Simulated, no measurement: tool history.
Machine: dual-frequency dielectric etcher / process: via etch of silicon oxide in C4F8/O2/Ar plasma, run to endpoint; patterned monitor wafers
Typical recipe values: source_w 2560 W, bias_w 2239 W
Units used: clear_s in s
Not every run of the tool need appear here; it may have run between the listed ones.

| run | day | source_w | bias_w | wafers since the last listed run | hours since the last wet clean | hours since the last source power generator calibration | hours since the last bias power generator calibration | hours since the last upper electrode change | incoming incoming film thickness, nm | clear_s |
|---|---|---|---|---|---|---|---|---|---|---|
| 1 | 0 | 2930 | 2072 | 0 | 325.8 | 1825.8 | 1912.2 | 4468.3 | 2246 | 343.2 |
| 2 | 2.996 | 2930 | 2072 | 264 | 397.7 | 1897.7 | 1984.1 | 4540.2 | 2263.5 | 346.2 |
|  | 4.8 | wet clean of the chamber |
| 3 | 5.629 | 2560 | 2239 | 144 | 19.9 | 1960.9 | 2047.3 | 4603.4 | 2236.5 | 378.9 |
| 4 | 7.117 | 2560 | 2239 | 131 | 55.6 | 1996.6 | 2083 | 4639.1 | 2234.3 | 376.4 |
| 5 | 9.533 | 2560 | 2239 | 213 | 113.6 | 2054.6 | 2141 | 4697.1 | 2251.9 | 377.4 |
| 6 | 10.767 | 2560 | 2584 | 109 | 143.2 | 2084.2 | 2170.6 | 4726.7 | 2232.9 | 368.1 |
| 7 | 14.092 | 2560 | 2061 | 293 | 223 | 2164 | 2250.4 | 4806.5 | 2265.9 | 371.9 |
| 8 | 16.788 | 2560 | 2061 | 238 | 287.7 | 2228.7 | 2315.1 | 4871.2 | 2229.4 | 372.9 |
|  | 18.558 | source power generator calibrated |
| 9 | 18.662 | 2560 | 2061 | 150 | 332.7 | 2.5 | 2360.1 | 4916.2 | 2248 | 371 |
|  | 19.333 | bias power generator calibrated |
| 10 | 21.104 | 2560 | 2239 | 201 | 391.3 | 61.1 | 42.5 | 4974.8 | 2251.5 | 361.3 |
|  | 22.392 | wet clean of the chamber |
|  | 22.596 | upper electrode replaced, of another model than before |
| 11 | 22.617 | 2560 | 2239 | 27 | 5.4 | 97.4 | 78.8 | 0.5 | 2242.3 | 384.9 |
| 12 | 25.442 | 2800 | 2722 | 249 | 73.2 | 165.2 | 146.6 | 68.3 | 2241.6 | 340.8 |
| 13 | 26.521 | 2560 | 1879 | 95 | 99.1 | 191.1 | 172.5 | 94.2 | 2245.4 | 391.8 |
| 14 | 27.762 | 2010 | 1722 | 109 | 128.9 | 220.9 | 202.3 | 124 | 2259.2 | 456.9 |
| 15 | 29.838 | 2560 | 2239 | 183 | 178.7 | 270.7 | 252.1 | 173.8 | 2271.9 | 380.3 |
| 16 | 31.996 | 2560 | 2239 | 190 | 230.5 | 322.5 | 303.9 | 225.6 | 2272.1 | 371.7 |
| 17 | 34.433 | 2560 | 2239 | 215 | 289 | 381 | 362.4 | 284.1 | 2266.3 | 374 |
| 18 | 36.246 | 2560 | 2088 | 160 | 332.5 | 424.5 | 405.9 | 327.6 | 2251.7 | 366.5 |
|  | 40.179 | wet clean of the chamber |
| 19 | 40.2 | 2560 | 2493 | 261 | 0.5 | 519.4 | 500.8 | 422.5 | 2271.5 | 382.7 |
| 20 | 44.588 | 3190 | 1776 | 387 | 105.8 | 624.7 | 606.1 | 527.8 | 2253.2 | 368.4 |
| 21 | 47.512 | 1960 | 1830 | 258 | 176 | 694.9 | 676.3 | 598 | 2267.7 | 452.6 |
| 22 | 49.192 | 1960 | 1830 | 148 | 216.3 | 735.2 | 716.6 | 638.3 | 2235.2 | 440.9 |
| 23 | 51.904 | 1970 | 2383 | 239 | 281.4 | 800.3 | 781.7 | 703.4 | 2263.6 | 415.3 |

For each run, what was the tool's unlogged condition?
source power that arrives over what is set, %: 0, the same for each run
bias power that arrives over what is set, %: 0, the same for each run
H1: etch rate over this chamber's usual, %
| run | H1 |
|---|---|
| 1 | 3.95 |
| 2 | 4.81 |
| 3 | 0.387 |
| 4 | 0.815 |
| 5 | 1.51 |
| 6 | 1.86 |
| 7 | 2.82 |
| 8 | 3.6 |
| 9 | 4.13 |
| 10 | 4.84 |
| 11 | 0.681 |
| 12 | 1.49 |
| 13 | 1.8 |
| 14 | 2.16 |
| 15 | 2.76 |
| 16 | 3.38 |
| 17 | 4.08 |
| 18 | 4.6 |
| 19 | -0.435 |
| 20 | 0.826 |
| 21 | 1.67 |
| 22 | 2.15 |
| 23 | 2.93 |

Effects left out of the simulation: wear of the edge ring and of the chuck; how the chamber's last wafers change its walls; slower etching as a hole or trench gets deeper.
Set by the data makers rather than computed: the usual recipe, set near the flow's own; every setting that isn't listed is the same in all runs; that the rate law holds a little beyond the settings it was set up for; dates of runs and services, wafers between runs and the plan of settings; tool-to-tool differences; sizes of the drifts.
